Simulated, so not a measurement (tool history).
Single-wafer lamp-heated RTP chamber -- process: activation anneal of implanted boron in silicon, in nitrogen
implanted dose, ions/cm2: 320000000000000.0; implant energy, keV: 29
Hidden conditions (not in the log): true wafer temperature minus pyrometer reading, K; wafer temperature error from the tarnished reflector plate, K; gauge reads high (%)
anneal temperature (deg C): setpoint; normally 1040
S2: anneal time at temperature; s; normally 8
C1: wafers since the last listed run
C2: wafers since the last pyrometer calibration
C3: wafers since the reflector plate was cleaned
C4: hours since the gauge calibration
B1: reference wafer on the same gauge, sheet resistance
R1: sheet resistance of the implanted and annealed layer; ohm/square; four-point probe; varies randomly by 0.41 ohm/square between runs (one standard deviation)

Run 1, hour 0: usual settings; C1 0; C2 5873; C3 11880; C4 43.2; B1 293.99. Result: R1 274.02 ohm/square.
Run 2, hour 14.6: usual settings; C1 149; C2 6022; C3 12029; C4 57.8; B1 294.24. Result: R1 273.47 ohm/square.
Run 3, hour 24.5: usual settings; C1 101; C2 6123; C3 12130; C4 67.7; B1 294.34. Result: R1 273.67 ohm/square.
Run 4, hour 32.7: usual settings but S2 9 s; C1 83; C2 6207; C3 12214; C4 75.9; B1 294.44. Result: R1 274.15 ohm/square.
Run 5, hour 50.3: usual settings; C1 179; C2 6386; C3 12394; C4 93.5; B1 294.76. Result: R1 273.83 ohm/square.
Run 6, hour 56.5: usual settings; C1 63; C2 6450; C3 12457; C4 99.7; B1 294.85. Result: R1 274.39 ohm/square.
Run 7, hour 106.9: usual settings; C1 515; C2 6965; C3 12972; C4 150.1; B1 295.16. Result: R1 274.09 ohm/square.
At hour 116.2: reflector plate cleaned.
Run 8, hour 124.3: usual settings; C1 96; C2 7061; C3 83; C4 167.5; B1 295.2. Result: R1 275.01 ohm/square.
At hour 137.3: pyrometer window cleaned and pyrometer calibrated.
Run 9, hour 137.8: usual settings; C1 56; C2 5; C3 139; C4 181; B1 295.34. Result: R1 274.83 ohm/square.
Run 10, hour 148.1: usual settings; C1 105; C2 110; C3 244; C4 191.3; B1 295.37. Result: R1 274.68 ohm/square.
Run 11, hour 158.2: usual settings but anneal temperature (deg C) 1012, S2 3 s; C1 103; C2 213; C3 347; C4 201.4; B1 295.52. Result: R1 281.74 ohm/square.
Run 12, hour 169.5: usual settings but anneal temperature (deg C) 1020, S2 10 s; C1 115; C2 329; C3 463; C4 212.7; B1 295.39. Result: R1 276.54 ohm/square.
Run 13, hour 184.1: usual settings but anneal temperature (deg C) 1056, S2 5 s; C1 149; C2 478; C3 612; C4 227.3; B1 295.43. Result: R1 275.06 ohm/square.
At hour 188.2: gauge calibrated.
Run 14, hour 192: usual settings; C1 80; C2 558; C3 693; C4 3.8; B1 293.1. Result: R1 271.98 ohm/square.
Run 15, hour 200.5: usual settings but anneal temperature (deg C) 1058, S2 5 s; C1 86; C2 645; C3 779; C4 12.3; B1 293.41. Result: R1 272.26 ohm/square.
Run 16, hour 216.4: usual settings but anneal temperature (deg C) 1052, S2 9 s; C1 162; C2 808; C3 942; C4 28.2; B1 293.65. Result: R1 272.35 ohm/square.
Run 17, hour 231.3: usual settings but anneal temperature (deg C) 1050; C1 152; C2 960; C3 1094; C4 43.1; B1 294.07. Result: R1 272.55 ohm/square.
Run 18, hour 248.6: usual settings; C1 176; C2 1137; C3 1271; C4 60.4; B1 294.52. Result: R1 274.19 ohm/square.
Run 19, hour 258.9: usual settings; C1 105; C2 1242; C3 1376; C4 70.7; B1 294.73. Result: R1 274.08 ohm/square.
Run 20, hour 271: usual settings; C1 123; C2 1366; C3 1500; C4 82.8; B1 294.79. Result: R1 273.71 ohm/square.

Branching from run 20: 5 alternative next runs. What would each branch give?
Run A, hour 271.4: usual settings but anneal temperature (deg C) 1026; C1 4; C2 1370; C3 1504; C4 83.2; B1 ?. Result: R1 ?.
Run B, hour 271.4: usual settings but anneal temperature (deg C) 1028, S2 12 s; C1 4; C2 1370; C3 1504; C4 83.2; B1 ?. Result: R1 ?.
Run C, hour 271.4: usual settings but anneal temperature (deg C) 1013, S2 11 s; C1 4; C2 1370; C3 1504; C4 83.2; B1 ?. Result: R1 ?.
Run D, hour 271.4: usual settings but anneal temperature (deg C) 1021, S2 5 s; C1 4; C2 1370; C3 1504; C4 83.2; B1 ?. Result: R1 ?.
Run E, hour 271.4: usual settings but S2 13 s; C1 4; C2 1370; C3 1504; C4 83.2; B1 ?. Result: R1 ?.

run      B1      R1
  A  294.75  275.13
  B  294.75  274.09
  C  294.75   276.8
  D  294.75  277.04
  E  294.75   272.9
Had the tool no hidden state, the same runs would have come out as:
run      R1
  A  273.47
  B  272.43
  C  275.13
  D  275.36
  E  271.25

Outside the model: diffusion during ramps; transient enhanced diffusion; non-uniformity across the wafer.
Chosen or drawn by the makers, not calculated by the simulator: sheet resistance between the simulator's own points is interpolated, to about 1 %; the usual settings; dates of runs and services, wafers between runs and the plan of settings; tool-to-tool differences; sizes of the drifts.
